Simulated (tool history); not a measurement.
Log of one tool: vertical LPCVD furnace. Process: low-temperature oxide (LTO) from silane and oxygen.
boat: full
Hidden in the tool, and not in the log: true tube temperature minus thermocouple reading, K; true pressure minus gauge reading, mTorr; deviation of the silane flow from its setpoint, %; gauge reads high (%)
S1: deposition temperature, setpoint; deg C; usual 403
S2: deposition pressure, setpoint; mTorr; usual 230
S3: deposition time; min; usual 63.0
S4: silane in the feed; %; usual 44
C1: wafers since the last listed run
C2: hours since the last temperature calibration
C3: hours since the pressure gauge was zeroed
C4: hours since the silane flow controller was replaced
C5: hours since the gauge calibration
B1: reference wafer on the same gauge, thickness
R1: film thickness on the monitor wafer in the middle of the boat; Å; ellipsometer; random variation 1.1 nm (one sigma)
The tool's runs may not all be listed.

run   hour   S1   S2    S3  S4    C1      C2      C3      C4     C5      B1       R1
  1    0.0  403  270  63.0  44     0  4103.6  1806.7  3211.1  536.4  608.29   8666.8
      34.5  -- thermocouples replaced and temperature profile calibrated
  2   35.0  403  230  63.0  44   165     0.5  1841.7  3246.1  571.4  608.94   7134.6
  3   40.5  403  230  63.0  44    82     6.0  1847.2  3251.6  576.9  609.11   7140.0
  4   51.5  403  230  63.0  44   165    17.0  1858.2  3262.6  587.9  608.56   7136.3
  5   68.5  403  230  63.0  44   256    34.0  1875.2  3279.6  604.9  608.71   7129.2
     115.1  -- silane flow controller replaced
  6  115.6  403  230  63.0  44   348    81.1  1922.3     0.5  652.0  608.97   6940.5
  7  121.1  403  230  63.0  44    82    86.6  1927.8     6.0  657.5  609.17   6941.8
  8  136.2  403  230  63.0  44   227   101.7  1942.9    21.1  672.6  609.40   6940.2
  9  203.9  403  230  63.0  44  1020   169.4  2010.6    88.8  740.3  609.13   6927.6
 10  221.1  403  285  38.5  46   259   186.6  2027.8   106.0  757.5  608.41   5504.7
     237.7  -- gauge calibrated
 11  280.6  403  230  52.5  50   897   246.1  2087.3   165.5   42.9  609.04   6532.5
 12  289.6  408  200  41.5  50   135   255.1  2096.3   174.5   51.9  608.95   4730.9
 13  303.2  410  255  81.0  44   205   268.7  2109.9   188.1   65.5  608.31  10658.2
 14  325.1  403  230  63.0  47   330   290.6  2131.8   210.0   87.4  609.27   7429.3
 15  345.1  403  230  63.0  44   301   310.6  2151.8   230.0  107.4  609.06   6944.9
     390.7  -- pressure gauge zeroed
 16  391.2  399  280  49.5  44   333   356.7     0.5   276.1  153.5  608.91   6386.7
 17  403.6  403  195  80.5  44   186   369.1    12.9   288.5  165.9  608.81   7517.9
 18  427.0  403  230  63.0  44   352   392.5    36.3   311.9  189.3  609.00   6943.5
 19  436.9  398  260  63.0  44   149   402.4    46.2   321.8  199.2  609.05   7440.0
 20  456.1  403  230  63.0  44   289   421.6    65.4   341.0  218.4  608.79   6944.9
 21  465.7  409  215  63.0  44   144   431.2    75.0   350.6  228.0  609.38   6923.0
 22  473.9  398  270  40.0  44   123   439.4    83.2   358.8  236.2  608.96   4901.1
 23  490.3  396  230  88.0  50   247   455.8    99.6   375.2  252.6  608.89  10208.7
 24  505.4  403  230  63.0  44   227   470.9   114.7   390.3  267.7  608.80   6925.1
 25  514.5  403  230  52.5  50   137   480.0   123.8   399.4  276.8  608.95   6541.8
 26  530.2  403  275  63.0  44   236   495.7   139.5   415.1  292.5  608.51   8291.3
 27  546.1  403  230  63.0  46   239   511.6   155.4   431.0  308.4  609.00   7262.3
 28  566.6  403  230  63.0  44   309   532.1   175.9   451.5  328.9  608.94   6944.5
 29  576.8  403  280  63.0  44   153   542.3   186.1   461.7  339.1  608.71   8453.6
 30  585.0  396  230  88.0  50   123   550.5   194.3   469.9  347.3  608.84  10191.9

5 ways to go on from here, each from the tool as it stands after run 30. What would each give?
  A  590.6  403  230  63.0  50  84  556.1  199.9  475.5  352.9   ?   ?
  B  590.6  403  230  41.5  44  84  556.1  199.9  475.5  352.9   ?   ?
  C  590.6  408  205  63.0  44  84  556.1  199.9  475.5  352.9   ?   ?
  D  590.6  403  185  42.0  36  84  556.1  199.9  475.5  352.9   ?   ?
  E  590.6  397  210  47.0  41  84  556.1  199.9  475.5  352.9   ?   ?

run      B1      R1
  A  609.17  7857.4
  B  609.17  4585.8
  C  609.17  6537.8
  D  609.17  2939.4
  E  609.17  4106.3
Without the tool's hidden state the same runs would have given:
run      R1
  A  7839.6
  B  4581.7
  C  6532.0
  D  2942.1
  E  4105.2

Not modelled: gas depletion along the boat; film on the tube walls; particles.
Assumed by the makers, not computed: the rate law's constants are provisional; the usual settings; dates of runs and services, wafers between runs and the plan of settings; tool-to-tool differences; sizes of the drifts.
